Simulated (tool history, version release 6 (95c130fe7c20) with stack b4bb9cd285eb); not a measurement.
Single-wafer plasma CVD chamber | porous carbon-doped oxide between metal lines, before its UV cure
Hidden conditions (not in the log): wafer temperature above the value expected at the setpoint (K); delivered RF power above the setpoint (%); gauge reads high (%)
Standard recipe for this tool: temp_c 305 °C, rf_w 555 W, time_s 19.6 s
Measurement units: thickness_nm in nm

run,hour,temp_c,rf_w,time_s,wafers since the last listed run,hours since the last thermocouple change,hours since the last RF generator calibration,hours since the showerhead was replaced,hours since the gauge calibration,"read-back reference wafer on the same gauge, thickness_nm",thickness_nm
1,0,305,615,19.6,0,970.6,1269.8,2465.3,214.8,107.096,122.707
2,10,305,615,19.6,328,980.6,1279.8,2475.3,224.8,107.025,122.61
3,27.8,305,615,19.6,584,998.4,1297.6,2493.1,242.6,107.021,122.758
4,38.5,305,555,19.6,351,1009.1,1308.3,2503.8,253.3,106.966,114.261
5,44.9,305,555,19.6,209,1015.5,1314.7,2510.2,259.7,106.981,114.022
6,58.4,305,580,20.6,442,1029,1328.2,2523.7,273.2,106.987,123.221
7,69.5,305,580,20.6,364,1040.1,1339.3,2534.8,284.3,106.923,123.088
8,82.4,305,555,19.6,423,1053,1352.2,2547.7,297.2,106.954,113.894
9,96.1,305,555,19.6,449,1066.7,1365.9,2561.4,310.9,107.012,113.678
# hour 126: gauge calibrated
# hour 131.9: thermocouple changed; heater temperature recalibrated
10,132.4,294,555,21.1,928,0.5,1402.2,2597.7,6.4,107.025,131.22
# hour 148.4: showerhead replaced
11,148.9,294,555,21.1,278,17,1418.7,0.5,22.9,106.956,130.578
12,165.7,305,555,19.6,551,33.8,1435.5,17.3,39.7,107.036,113.162
# hour 181.1: RF generator calibrated
13,181.6,305,555,19.6,259,49.7,0.5,33.2,55.6,107.026,119.127
14,186.5,305,555,19.6,160,54.6,5.4,38.1,60.5,107.069,119.23
15,196,298,555,18.5,311,64.1,14.9,47.6,70,107.009,118.109
16,204.6,293,555,15.8,282,72.7,23.5,56.2,78.6,107.043,104.702
17,234.4,300,635,23,977,102.5,53.3,86,108.4,106.959,157.144
18,245.9,305,555,19.6,377,114,64.8,97.5,119.9,106.989,119.443
19,260.5,305,595,19.6,479,128.6,79.4,112.1,134.5,107.029,125.044
20,274.6,315,465,21.2,462,142.7,93.5,126.2,148.6,107.035,106.921
21,281.7,305,645,20.9,232,149.8,100.6,133.3,155.7,106.98,140.625
22,292.1,305,555,23,341,160.2,111,143.7,166.1,107.03,138.931
23,301.2,305,555,16.2,298,169.3,120.1,152.8,175.2,106.935,99.825
24,310,305,555,19.6,288,178.1,128.9,161.6,184,107.049,119.239
25,326.1,312,505,21.7,528,194.2,145,177.7,200.1,106.974,117.914
26,343.1,305,580,20.6,557,211.2,162,194.7,217.1,106.997,128.32
27,356.3,309,520,17.2,433,224.4,175.2,207.9,230.3,107.015,97.703

Predict each of these 3 candidate next runs independently; none follows another, all start after run 27:
A,356.7,305,585,19.6,13,224.8,175.6,208.3,230.7,?,?
B,356.7,305,595,22.8,13,224.8,175.6,208.3,230.7,?,?
C,356.7,292,665,19.6,13,224.8,175.6,208.3,230.7,?,?

run,"read-back reference wafer on the same gauge, thickness_nm",thickness_nm
A,107.017,123.82
B,107.017,144.962
C,107.017,147.179
The same runs, with their run-to-run variation unchanged, on a tool lacking any hidden condition would have given:
run,thickness_nm
A,124.368
B,145.604
C,147.821
